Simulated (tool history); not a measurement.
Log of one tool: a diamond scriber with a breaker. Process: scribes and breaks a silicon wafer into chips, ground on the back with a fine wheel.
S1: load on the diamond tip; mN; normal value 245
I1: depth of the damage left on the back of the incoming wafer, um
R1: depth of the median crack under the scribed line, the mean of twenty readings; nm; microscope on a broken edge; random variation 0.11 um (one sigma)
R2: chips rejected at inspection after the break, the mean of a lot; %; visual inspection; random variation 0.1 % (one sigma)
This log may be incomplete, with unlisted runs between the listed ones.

| run | day | S1 | I1 | R1 | R2 |
|---|---|---|---|---|---|
| 1 | 0.000 | 299 | 2.56 | 7930 | 5.63 |
| 2 | 6.512 | 299 | 2.16 | 7900 | 5.04 |
| 3 | 7.750 | 299 | 2.97 | 8010 | 6.64 |
| 4 | 10.075 | 245 | 2.10 | 7490 | 2.56 |
| 5 | 18.754 | 245 | 2.10 | 7250 | 2.70 |
| 6 | 19.792 | 245 | 2.48 | 7350 | 3.80 |
| 7 | 22.271 | 245 | 2.07 | 7360 | 2.74 |
| 8 | 25.162 | 192 | 1.95 | 6640 | 3.26 |
| 9 | 26.846 | 245 | 1.54 | 7330 | 2.00 |
|  | 27.675 | diamond tip replaced by a new one, of another model than before |
| 10 | 27.862 | 245 | 1.85 | 7450 | 2.13 |
| 11 | 31.317 | 245 | 2.66 | 7350 | 4.33 |
| 12 | 33.654 | 245 | 1.77 | 7440 | 2.13 |
| 13 | 36.225 | 269 | 2.30 | 7720 | 3.88 |
| 14 | 37.896 | 269 | 1.85 | 7720 | 2.99 |
| 15 | 39.454 | 245 | 2.13 | 7540 | 3.03 |
|  | 39.654 | load on the tip recalibrated |
| 16 | 40.954 | 245 | 2.95 | 6970 | 5.68 |
| 17 | 43.779 | 245 | 2.09 | 7070 | 2.54 |
| 18 | 45.338 | 212 | 2.28 | 6840 | 3.89 |
| 19 | 46.354 | 245 | 1.81 | 6950 | 1.84 |
| 20 | 49.046 | 245 | 1.87 | 6710 | 2.05 |
| 21 | 51.175 | 194 | 1.65 | 6530 | 2.99 |
| 22 | 53.500 | 300 | 1.80 | 7660 | 2.68 |
| 23 | 55.704 | 245 | 1.84 | 7000 | 2.03 |
| 24 | 57.246 | 294 | 2.95 | 7390 | 5.12 |
| 25 | 59.746 | 245 | 1.67 | 7030 | 1.67 |
| 26 | 61.083 | 290 | 1.60 | 7290 | 2.11 |
| 27 | 63.538 | 318 | 1.87 | 7720 | 3.68 |
|  | 66.525 | diamond tip replaced by a new one |
| 28 | 66.546 | 301 | 2.80 | 7910 | 5.28 |
| 29 | 68.425 | 174 | 2.63 | 6250 | 7.25 |
| 30 | 70.458 | 223 | 2.88 | 6980 | 5.64 |
| 31 | 73.450 | 288 | 2.26 | 7300 | 3.23 |
| 32 | 74.833 | 277 | 1.93 | 7380 | 2.54 |
| 33 | 76.500 | 245 | 2.01 | 7060 | 2.33 |
| 34 | 83.229 | 309 | 2.78 | 7750 | 5.51 |

Predict each of these 5 candidate next runs independently; none follows another, all start after run 34:
| A | 83.254 | 286 | 2.02 | ? | ? |
| B | 83.254 | 190 | 2.02 | ? | ? |
| C | 83.254 | 215 | 2.02 | ? | ? |
| D | 83.254 | 193 | 2.02 | ? | ? |
| E | 83.254 | 220 | 2.02 | ? | ? |

| run | R1 | R2 |
|---|---|---|
| A | 7630 | 3.20 |
| B | 6590 | 3.71 |
| C | 6870 | 2.79 |
| D | 6620 | 3.57 |
| E | 6920 | 2.68 |
What these runs would have given with no unlogged condition in the tool:
| run | R1 | R2 |
|---|---|---|
| A | 7490 | 2.84 |
| B | 6460 | 4.32 |
| C | 6740 | 3.13 |
| D | 6500 | 4.14 |
| E | 6790 | 2.97 |
